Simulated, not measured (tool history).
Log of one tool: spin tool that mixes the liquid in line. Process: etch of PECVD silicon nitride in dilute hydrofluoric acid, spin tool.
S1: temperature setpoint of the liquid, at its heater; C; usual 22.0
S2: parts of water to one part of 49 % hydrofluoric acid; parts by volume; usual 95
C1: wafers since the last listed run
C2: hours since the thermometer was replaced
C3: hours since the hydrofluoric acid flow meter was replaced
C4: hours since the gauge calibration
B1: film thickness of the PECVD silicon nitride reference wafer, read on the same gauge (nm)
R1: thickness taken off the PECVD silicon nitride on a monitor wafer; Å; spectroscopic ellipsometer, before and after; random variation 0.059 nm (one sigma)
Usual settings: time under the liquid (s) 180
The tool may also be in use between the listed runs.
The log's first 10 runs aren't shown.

Run 11, hour 235.2: usual settings but time under the liquid (s) 130; C1 236; C2 1136.5; C3 129.1; C4 600.5; B1 69.95. Result: R1 47.4 Å.
Run 12, hour 258.5: usual settings but time under the liquid (s) 130; C1 186; C2 1159.8; C3 152.4; C4 623.8; B1 70.01. Result: R1 47.6 Å.
At hour 269.2: gauge calibrated.
Run 13, hour 274.9: usual settings but time under the liquid (s) 130; C1 131; C2 1176.2; C3 168.8; C4 5.7; B1 69.99. Result: R1 47.2 Å.
Run 14, hour 365.9: usual settings; C1 727; C2 1267.2; C3 259.8; C4 96.7; B1 69.98. Result: R1 64.9 Å.
Run 15, hour 389.2: usual settings; C1 186; C2 1290.5; C3 283.1; C4 120.0; B1 70.02. Result: R1 64.4 Å.
Run 16, hour 416.9: usual settings but S1 19.5 C, S2 130 parts by volume; C1 221; C2 1318.2; C3 310.8; C4 147.7; B1 70.01. Result: R1 40.0 Å.
Run 17, hour 450.7: usual settings but S1 19.5 C, S2 130 parts by volume; C1 270; C2 1352.0; C3 344.6; C4 181.5; B1 69.99. Result: R1 40.3 Å.
Run 18, hour 475.1: usual settings but S1 24.5 C, S2 130 parts by volume, time under the liquid (s) 290; C1 195; C2 1376.4; C3 369.0; C4 205.9; B1 70.02. Result: R1 88.3 Å.

The next listed run, before its measurement:
Run 19, hour 500.8: usual settings but S2 120 parts by volume; C1 205; C2 1402.1; C3 394.7; C4 231.6; B1 ?. Result: R1 ?.

{"run 19": {"B1": 70.03, "R1": 50.5}}
Without the tool's hidden state the same run would have given R1 54.2 Å.
